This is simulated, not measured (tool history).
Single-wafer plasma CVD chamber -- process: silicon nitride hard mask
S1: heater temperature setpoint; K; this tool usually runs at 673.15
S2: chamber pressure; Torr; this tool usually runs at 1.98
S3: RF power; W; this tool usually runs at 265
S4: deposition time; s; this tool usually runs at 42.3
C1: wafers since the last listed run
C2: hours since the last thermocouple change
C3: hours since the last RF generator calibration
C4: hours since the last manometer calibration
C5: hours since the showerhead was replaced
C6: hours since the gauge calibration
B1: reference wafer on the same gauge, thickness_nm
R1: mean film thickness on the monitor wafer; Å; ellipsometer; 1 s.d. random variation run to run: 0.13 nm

run	day	S1	S2	S3	S4	C1	C2	C3	C4	C5	C6	B1	R1
1	0.000	673.15	1.98	280	42.3	0	257.7	1233.5	2369.8	4835.4	272.0	56.398	506.61
2	1.529	673.15	1.98	235	42.3	552	294.4	1270.2	2406.5	4872.1	308.7	56.376	467.86
3	4.142	673.15	1.98	235	42.3	943	357.1	1332.9	2469.2	4934.8	371.4	56.425	468.12
4	6.483	673.15	1.98	265	42.3	845	413.3	1389.1	2525.4	4991.0	427.6	56.390	493.37
5	9.171	673.15	1.98	265	42.3	970	477.8	1453.6	2589.9	5055.5	492.1	56.418	495.75
6	10.279	673.15	1.98	265	42.3	400	504.4	1480.2	2616.5	5082.1	518.7	56.386	493.26
7	13.229	682.15	1.98	265	42.3	1065	575.2	1551.0	2687.3	5152.9	589.5	56.402	491.55
8	14.558	682.15	1.98	265	42.3	480	607.1	1582.9	2719.2	5184.8	621.4	56.439	492.96
9	16.967	682.15	1.98	265	42.3	869	664.9	1640.7	2777.0	5242.6	679.2	56.403	491.98
10	19.888	673.15	1.98	275	47.3	1055	735.0	1710.8	2847.1	5312.7	749.3	56.363	562.74
11	21.458	673.15	1.78	290	42.3	567	772.7	1748.5	2884.8	5350.4	787.0	56.426	493.26
12	24.004	673.15	1.78	290	42.3	919	833.8	1809.6	2945.9	5411.5	848.1	56.407	491.11
# day 25.250: capacitance manometer re-zeroed and calibrated
# day 26.867: showerhead replaced
# day 27.171: RF generator calibrated
13	27.192	673.15	1.98	265	42.3	800	910.3	0.5	46.6	7.8	924.6	56.412	502.25
# day 28.650: gauge calibrated
14	29.171	673.15	1.98	265	39.5	714	957.8	48.0	94.1	55.3	12.5	56.384	468.00
15	32.096	673.15	1.98	265	39.1	1056	1028.0	118.2	164.3	125.5	82.7	56.413	461.52
16	35.021	683.15	1.98	265	42.3	1056	1098.2	188.4	234.5	195.7	152.9	56.400	493.30
17	36.408	673.15	1.98	305	38.8	501	1131.5	221.7	267.8	229.0	186.2	56.399	486.26
18	38.792	673.15	2.24	265	42.3	860	1188.7	278.9	325.0	286.2	243.4	56.412	519.85
19	40.617	678.15	1.98	290	42.3	659	1232.5	322.7	368.8	330.0	287.2	56.363	515.74
20	42.862	673.15	1.98	290	42.3	811	1286.4	376.6	422.7	383.9	341.1	56.391	516.35
# day 43.838: thermocouple changed; heater temperature recalibrated
21	44.871	683.15	1.98	265	42.3	605	24.8	424.8	470.9	432.1	389.3	56.429	491.87
22	52.462	673.15	1.49	265	42.3	2742	207.0	607.0	653.1	614.3	571.5	56.371	430.69
23	53.929	661.15	1.98	225	42.3	529	242.2	642.2	688.3	649.5	606.7	56.385	463.41
24	55.579	673.15	1.98	250	47.6	595	281.8	681.8	727.9	689.1	646.3	56.403	538.93

Forecast each of these 3 alternatives for the next run:
A	55.596	673.15	1.98	265	42.3	6	282.2	682.2	728.3	689.5	646.7	?	?
B	55.596	659.15	1.79	265	36.3	6	282.2	682.2	728.3	689.5	646.7	?	?
C	55.596	673.15	1.82	265	42.3	6	282.2	682.2	728.3	689.5	646.7	?	?

run	B1	R1
A	56.393	492.06
B	56.393	407.63
C	56.393	475.21
The same runs, with their run-to-run variation unchanged, on a tool lacking any hidden condition would have given:
run	R1
A	497.52
B	411.50
C	479.73

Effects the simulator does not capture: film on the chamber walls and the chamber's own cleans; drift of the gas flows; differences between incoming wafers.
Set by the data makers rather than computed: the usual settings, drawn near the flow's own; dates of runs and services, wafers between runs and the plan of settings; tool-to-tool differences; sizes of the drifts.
